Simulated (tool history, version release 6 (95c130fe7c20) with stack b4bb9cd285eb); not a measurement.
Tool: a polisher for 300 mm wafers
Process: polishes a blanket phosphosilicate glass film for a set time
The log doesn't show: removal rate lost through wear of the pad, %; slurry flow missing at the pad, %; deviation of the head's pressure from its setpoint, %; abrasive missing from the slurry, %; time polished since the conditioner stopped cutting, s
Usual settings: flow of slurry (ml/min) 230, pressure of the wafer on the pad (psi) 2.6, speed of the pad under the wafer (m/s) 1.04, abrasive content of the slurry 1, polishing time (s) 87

run     day  flow of slurry (ml/min)  pressure of the wafer on the pad (psi)  speed of the pad under the wafer (m/s)  abrasive content of the slurry  polishing time (s)  wafers since the last listed run  wafers polished on this pad  hours since the slurry nozzle was cleaned  hours since the head pressure was calibrated  hours since the slurry blender was calibrated  hours since the conditioning disc was replaced  incoming thickness of the incoming film, nm  film removed (nm)
  1       0                      250                                     2.6                                    1.04                               1                 104                                 0                          454                                      479.5                                         679.9                                          425.7                                           254.5                                       2875.1                656
  2   0.329                      280                                     2.6                                    1.04                               1                  87                                57                          512                                      487.4                                         687.8                                          433.6                                           262.4                                       2888.4              570.3
  3   0.808                      230                                     2.6                                    1.04                               1                  96                                84                          597                                      498.9                                         699.3                                          445.1                                           273.9                                       2890.5              604.2
  4   1.175                      230                                     2.6                                    1.04                               1                  96                                64                          661                                      507.7                                         708.1                                          453.9                                           282.7                                       2876.7              634.9
  5   1.662                      230                                     2.6                                    1.04                               1                  95                                85                          747                                      519.4                                         719.8                                          465.6                                           294.4                                       2878.3              600.2
  6   1.983                      230                                     2.6                                    1.04                               1                  87                                56                          803                                      527.1                                         727.5                                          473.3                                           302.1                                         2843              550.7
      2.429  -- conditioning disc replaced and pad reconditioned
  7   2.483                      230                                     2.6                                    1.04                               1                  87                                73                          876                                      539.1                                         739.5                                          485.3                                             1.3                                       2843.8              545.4
      3.267  -- slurry blender recalibrated
  8   3.288                      230                                     2.6                                    1.04                               1                  87                               126                         1003                                      558.4                                         758.8                                            0.5                                            20.6                                       2855.1              534.1
  9   3.567                      230                                     2.6                                    1.04                               1                  87                                49                         1052                                      565.1                                         765.5                                            7.2                                            27.3                                       2846.4              540.8
      3.708  -- slurry nozzle cleaned
 10   4.283                      230                                     2.8                                    1.04                               1                  87                               118                         1171                                       13.8                                         782.7                                           24.4                                            44.5                                       2885.9              551.4
 11   4.633                      305                                     2.6                                     0.9                               1                  87                                61                         1232                                       22.2                                         791.1                                           32.8                                            52.9                                         2879                470
 12   5.029                      230                                     1.9                                    1.28                               1                  58                                69                         1302                                       31.7                                         800.6                                           42.3                                            62.4                                       2850.6              318.5
      5.204  -- worn pad replaced by a new one, of another model than before
 13   5.575                      175                                     2.6                                    1.16                               1                  87                                66                           64                                       44.8                                         813.7                                           55.4                                            75.5                                       2872.7              590.4
 14   5.867                      205                                     2.2                                    0.92                               1                  87                                51                          116                                       51.8                                         820.7                                           62.4                                            82.5                                       2836.3              448.7
 15   6.475                      230                                     1.9                                    1.18                             1.1                  87                               106                          223                                       66.4                                         835.3                                             77                                            97.1                                         2854              461.8
      6.925  -- head pressure recalibrated
 16   7.196                      295                                     2.6                                    1.04                               1                  87                               112                          335                                       83.7                                           6.5                                           94.3                                           114.4                                       2856.4              570.8
 17   7.529                      230                                     1.9                                    1.04                             1.1                  87                                58                          393                                       91.7                                          14.5                                          102.3                                           122.4                                       2855.6              446.7
 18   7.988                      255                                       3                                    1.04                             0.9                  70                                80                          474                                      102.7                                          25.5                                          113.3                                           133.4                                       2868.3                488
 19   8.262                      265                                     2.6                                    1.32                               1                  87                                48                          522                                      109.3                                          32.1                                          119.9                                             140                                       2879.7              660.1
 20   8.521                      275                                     1.8                                    1.04                               1                  87                                45                          568                                      115.5                                          38.3                                          126.1                                           146.2                                         2850                383
 21   9.238                      230                                     3.1                                    1.04                               1                  64                               126                          694                                      132.7                                          55.5                                          143.3                                           163.4                                       2885.9              483.2
 22   9.762                      305                                     2.6                                    0.92                               1                  87                                92                          786                                      145.3                                          68.1                                          155.9                                             176                                       2881.6              511.1
 23  10.233                      230                                     2.6                                    1.28                               1                  87                                82                          869                                      156.6                                          79.4                                          167.2                                           187.3                                       2861.9              603.3
 24  10.788                      175                                     2.6                                    1.16                               1                  87                                97                          966                                      169.9                                          92.7                                          180.5                                           200.6                                       2852.7              553.6
 25  11.417                      230                                     2.6                                    1.04                               1                  87                               110                         1077                                        185                                         107.8                                          195.6                                           215.7                                       2908.1              525.1
 26  11.696                      230                                     2.9                                    0.94                            1.15                  63                                49                         1126                                      191.7                                         114.5                                          202.3                                           222.4                                       2886.8              432.1

Run 27 comes next. What will it give?
 27  11.954                      230                                     2.6                                     1.3                               1                  87                                45                         1171                                      197.9                                         120.7                                          208.5                                           228.6                                       2819.6                  ?

Run 27 gave film removed (nm) 600.8.
Without the tool's hidden state the same run would have given film removed (nm) 658.3.
